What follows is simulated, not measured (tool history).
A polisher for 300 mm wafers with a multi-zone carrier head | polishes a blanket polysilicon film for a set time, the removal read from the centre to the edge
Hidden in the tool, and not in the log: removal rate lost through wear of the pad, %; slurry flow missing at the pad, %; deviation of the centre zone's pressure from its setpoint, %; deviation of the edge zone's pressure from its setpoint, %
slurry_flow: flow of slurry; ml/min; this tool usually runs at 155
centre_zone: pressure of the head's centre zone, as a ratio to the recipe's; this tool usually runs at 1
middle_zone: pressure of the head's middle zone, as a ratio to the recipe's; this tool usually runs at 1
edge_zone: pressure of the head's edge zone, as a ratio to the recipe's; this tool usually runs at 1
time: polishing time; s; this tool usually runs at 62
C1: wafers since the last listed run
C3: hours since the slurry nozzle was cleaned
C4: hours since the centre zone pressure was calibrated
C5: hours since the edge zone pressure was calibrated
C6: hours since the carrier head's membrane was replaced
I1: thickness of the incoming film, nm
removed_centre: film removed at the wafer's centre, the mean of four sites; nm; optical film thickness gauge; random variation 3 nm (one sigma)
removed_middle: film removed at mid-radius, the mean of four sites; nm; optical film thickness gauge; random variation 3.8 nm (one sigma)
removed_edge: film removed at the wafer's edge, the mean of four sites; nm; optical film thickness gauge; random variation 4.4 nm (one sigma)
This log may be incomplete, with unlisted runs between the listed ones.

run 1 hour=0 | slurry_flow=155 centre_zone=1 middle_zone=1 edge_zone=1 time=62 | C1=0 wafers_polished_on_this_pad=429 C3=588.4 C4=1007.2 C5=1471 C6=846.7 | I1=1216.6 | removed_centre=330.3 removed_middle=348.5 removed_edge=333.2
run 2 hour=7.8 | slurry_flow=170 centre_zone=1 middle_zone=0.9 edge_zone=1 time=62 | C1=90 wafers_polished_on_this_pad=520 C3=596.2 C4=1015 C5=1478.8 C6=854.5 | I1=1214.2 | removed_centre=336.5 removed_middle=328.7 removed_edge=342.9
run 3 hour=36.9 | slurry_flow=155 centre_zone=1 middle_zone=1 edge_zone=1 time=62 | C1=337 wafers_polished_on_this_pad=857 C3=625.3 C4=1044.1 C5=1507.9 C6=883.6 | I1=1224.8 | removed_centre=335.1 removed_middle=346.9 removed_edge=329.2
run 4 hour=46.5 | slurry_flow=155 centre_zone=1 middle_zone=1 edge_zone=1 time=62 | C1=111 wafers_polished_on_this_pad=969 C3=634.9 C4=1053.7 C5=1517.5 C6=893.2 | I1=1201.6 | removed_centre=331.6 removed_middle=345.8 removed_edge=341.3
-- hour=58.3 worn pad replaced by a new one
run 5 hour=58.7 | slurry_flow=155 centre_zone=1 middle_zone=1 edge_zone=1 time=62 | C1=95 wafers_polished_on_this_pad=4 C3=647.1 C4=1065.9 C5=1529.7 C6=905.4 | I1=1213.6 | removed_centre=332.2 removed_middle=343.2 removed_edge=332.3
run 6 hour=72.7 | slurry_flow=155 centre_zone=1 middle_zone=1.07 edge_zone=1 time=62 | C1=162 wafers_polished_on_this_pad=166 C3=661.1 C4=1079.9 C5=1543.7 C6=919.4 | I1=1232.3 | removed_centre=332.1 removed_middle=366.6 removed_edge=339.8
run 7 hour=82.5 | slurry_flow=155 centre_zone=1.06 middle_zone=1 edge_zone=1 time=62 | C1=113 wafers_polished_on_this_pad=280 C3=670.9 C4=1089.7 C5=1553.5 C6=929.2 | I1=1211.5 | removed_centre=352 removed_middle=345.8 removed_edge=332.5
run 8 hour=92 | slurry_flow=155 centre_zone=1 middle_zone=1 edge_zone=1.11 time=62 | C1=110 wafers_polished_on_this_pad=390 C3=680.4 C4=1099.2 C5=1563 C6=938.7 | I1=1229.4 | removed_centre=333.4 removed_middle=349.5 removed_edge=351.2
run 9 hour=106.5 | slurry_flow=105 centre_zone=1 middle_zone=0.93 edge_zone=1 time=81 | C1=168 wafers_polished_on_this_pad=558 C3=694.9 C4=1113.7 C5=1577.5 C6=953.2 | I1=1231.1 | removed_centre=383.7 removed_middle=388.4 removed_edge=421.7
-- hour=124.7 edge zone pressure recalibrated
-- hour=133.3 centre zone pressure recalibrated
run 10 hour=138.7 | slurry_flow=155 centre_zone=1 middle_zone=1 edge_zone=1 time=62 | C1=326 wafers_polished_on_this_pad=885 C3=727.1 C4=5.4 C5=14 C6=985.4 | I1=1207.8 | removed_centre=333.2 removed_middle=349.4 removed_edge=331
-- hour=163.8 worn pad replaced by a new one
-- hour=168.2 carrier head's membrane replaced by a new one
-- hour=171.1 slurry nozzle cleaned
run 11 hour=187 | slurry_flow=155 centre_zone=1 middle_zone=1 edge_zone=1 time=62 | C1=451 wafers_polished_on_this_pad=206 C3=15.9 C4=53.7 C5=62.3 C6=18.8 | I1=1217.3 | removed_centre=335.4 removed_middle=344.7 removed_edge=333
run 12 hour=198.5 | slurry_flow=155 centre_zone=1 middle_zone=1 edge_zone=1 time=62 | C1=133 wafers_polished_on_this_pad=339 C3=27.4 C4=65.2 C5=73.8 C6=30.3 | I1=1232.1 | removed_centre=336.6 removed_middle=350 removed_edge=338
run 13 hour=211.5 | slurry_flow=155 centre_zone=0.88 middle_zone=1 edge_zone=0.91 time=62 | C1=150 wafers_polished_on_this_pad=490 C3=40.4 C4=78.2 C5=86.8 C6=43.3 | I1=1213.3 | removed_centre=299.9 removed_middle=343.9 removed_edge=325.5
run 14 hour=228.6 | slurry_flow=155 centre_zone=1 middle_zone=1 edge_zone=1.07 time=76 | C1=198 wafers_polished_on_this_pad=688 C3=57.5 C4=95.3 C5=103.9 C6=60.4 | I1=1215.9 | removed_centre=399 removed_middle=434 removed_edge=423.2

Forecast each of these 5 alternatives for the next run:
run A hour=229 | slurry_flow=155 centre_zone=1 middle_zone=1 edge_zone=1 time=62 | C1=4 wafers_polished_on_this_pad=693 C3=57.9 C4=95.7 C5=104.3 C6=60.8 | I1=1212.2 | removed_centre=? removed_middle=? removed_edge=?
run B hour=229 | slurry_flow=155 centre_zone=1.07 middle_zone=1 edge_zone=1 time=47 | C1=4 wafers_polished_on_this_pad=693 C3=57.9 C4=95.7 C5=104.3 C6=60.8 | I1=1212.2 | removed_centre=? removed_middle=? removed_edge=?
run C hour=229 | slurry_flow=110 centre_zone=0.91 middle_zone=1.08 edge_zone=1 time=72 | C1=4 wafers_polished_on_this_pad=693 C3=57.9 C4=95.7 C5=104.3 C6=60.8 | I1=1212.2 | removed_centre=? removed_middle=? removed_edge=?
run D hour=229 | slurry_flow=155 centre_zone=1 middle_zone=1 edge_zone=1 time=55 | C1=4 wafers_polished_on_this_pad=693 C3=57.9 C4=95.7 C5=104.3 C6=60.8 | I1=1212.2 | removed_centre=? removed_middle=? removed_edge=?
run E hour=229 | slurry_flow=155 centre_zone=1 middle_zone=1 edge_zone=1 time=41 | C1=4 wafers_polished_on_this_pad=693 C3=57.9 C4=95.7 C5=104.3 C6=60.8 | I1=1212.2 | removed_centre=? removed_middle=? removed_edge=?

run=A removed_centre=334.7 removed_middle=351.9 removed_edge=335.8
run=B removed_centre=268.3 removed_middle=266.7 removed_edge=254.6
run=C removed_centre=326.6 removed_middle=396.5 removed_edge=366.9
run=D removed_centre=296.9 removed_middle=312.2 removed_edge=297.9
run=E removed_centre=221.3 removed_middle=232.7 removed_edge=222.1
With the hidden condition removed and each run's random variation left untouched, the same runs would have given:
run=A removed_centre=334.7 removed_middle=351.9 removed_edge=335.8
run=B removed_centre=268.3 removed_middle=266.7 removed_edge=254.6
run=C removed_centre=326.6 removed_middle=396.5 removed_edge=366.9
run=D removed_centre=296.9 removed_middle=312.2 removed_edge=297.9
run=E removed_centre=221.3 removed_middle=232.7 removed_edge=222.1
